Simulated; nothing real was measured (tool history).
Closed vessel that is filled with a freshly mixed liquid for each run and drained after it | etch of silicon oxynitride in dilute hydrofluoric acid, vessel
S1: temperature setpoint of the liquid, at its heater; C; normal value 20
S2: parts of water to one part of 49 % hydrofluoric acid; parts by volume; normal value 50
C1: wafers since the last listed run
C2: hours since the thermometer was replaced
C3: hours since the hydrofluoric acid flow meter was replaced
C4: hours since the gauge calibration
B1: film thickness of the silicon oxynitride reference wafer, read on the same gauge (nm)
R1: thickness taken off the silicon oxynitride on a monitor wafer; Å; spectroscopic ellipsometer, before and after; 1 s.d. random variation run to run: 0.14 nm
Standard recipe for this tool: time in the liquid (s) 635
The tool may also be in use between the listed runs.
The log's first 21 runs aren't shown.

run 22 hour=2039.6 | S1=18.5 S2=35 time_in_the_liquid_(s)=340 | C1=3424 C2=408.8 C3=276.2 C4=348.1 | B1=150 | R1=219.4
run 23 hour=2119.4 | S1=23 S2=65 time_in_the_liquid_(s)=635 | C1=5927 C2=488.6 C3=356 C4=427.9 | B1=150 | R1=272.2
run 24 hour=2222.9 | S1=20 S2=50 time_in_the_liquid_(s)=295 | C1=7687 C2=592.1 C3=459.5 C4=531.4 | B1=150.03 | R1=143.6
run 25 hour=2260.2 | S1=20 S2=50 time_in_the_liquid_(s)=635 | C1=2770 C2=629.4 C3=496.8 C4=568.7 | B1=149.99 | R1=313.6
run 26 hour=2332.8 | S1=17 S2=25 time_in_the_liquid_(s)=940 | C1=5392 C2=702 C3=569.4 C4=641.3 | B1=150 | R1=815.6
run 27 hour=2410.8 | S1=20 S2=50 time_in_the_liquid_(s)=635 | C1=5793 C2=780 C3=647.4 C4=719.3 | B1=150.01 | R1=315
-- hour=2449.7 hydrofluoric acid flow meter replaced
run 28 hour=2516.3 | S1=22 S2=25 time_in_the_liquid_(s)=430 | C1=7761 C2=885.5 C3=66.6 C4=824.8 | B1=149.99 | R1=457.8
run 29 hour=2589.2 | S1=22 S2=35 time_in_the_liquid_(s)=525 | C1=5414 C2=958.4 C3=139.5 C4=897.7 | B1=150 | R1=394.8
run 30 hour=2630.2 | S1=20 S2=50 time_in_the_liquid_(s)=635 | C1=3045 C2=999.4 C3=180.5 C4=938.7 | B1=149.99 | R1=300.2
-- hour=2697.5 thermometer replaced
run 31 hour=2720 | S1=20 S2=70 time_in_the_liquid_(s)=635 | C1=6595 C2=22.5 C3=270.3 C4=1028.5 | B1=149.98 | R1=214.6

What if the next run were any one of these 5? Each begins from the tool's condition after run 31:
run A hour=2720.8 | S1=20 S2=50 time_in_the_liquid_(s)=635 | C1=59 C2=23.3 C3=271.1 C4=1029.3 | B1=? | R1=?
run B hour=2720.8 | S1=22.5 S2=60 time_in_the_liquid_(s)=960 | C1=59 C2=23.3 C3=271.1 C4=1029.3 | B1=? | R1=?
run C hour=2720.8 | S1=25 S2=70 time_in_the_liquid_(s)=390 | C1=59 C2=23.3 C3=271.1 C4=1029.3 | B1=? | R1=?
run D hour=2720.8 | S1=20 S2=50 time_in_the_liquid_(s)=855 | C1=59 C2=23.3 C3=271.1 C4=1029.3 | B1=? | R1=?
run E hour=2720.8 | S1=23 S2=30 time_in_the_liquid_(s)=460 | C1=59 C2=23.3 C3=271.1 C4=1029.3 | B1=? | R1=?

run=A B1=149.96 R1=304.3
run=B B1=149.96 R1=431
run=C B1=149.96 R1=168
run=D B1=149.96 R1=409.7
run=E B1=149.96 R1=432.4
Without the tool's unlogged condition, the same runs would have read:
run=A R1=296.1
run=B R1=419.2
run=C R1=163.4
run=D R1=398.6
run=E R1=421
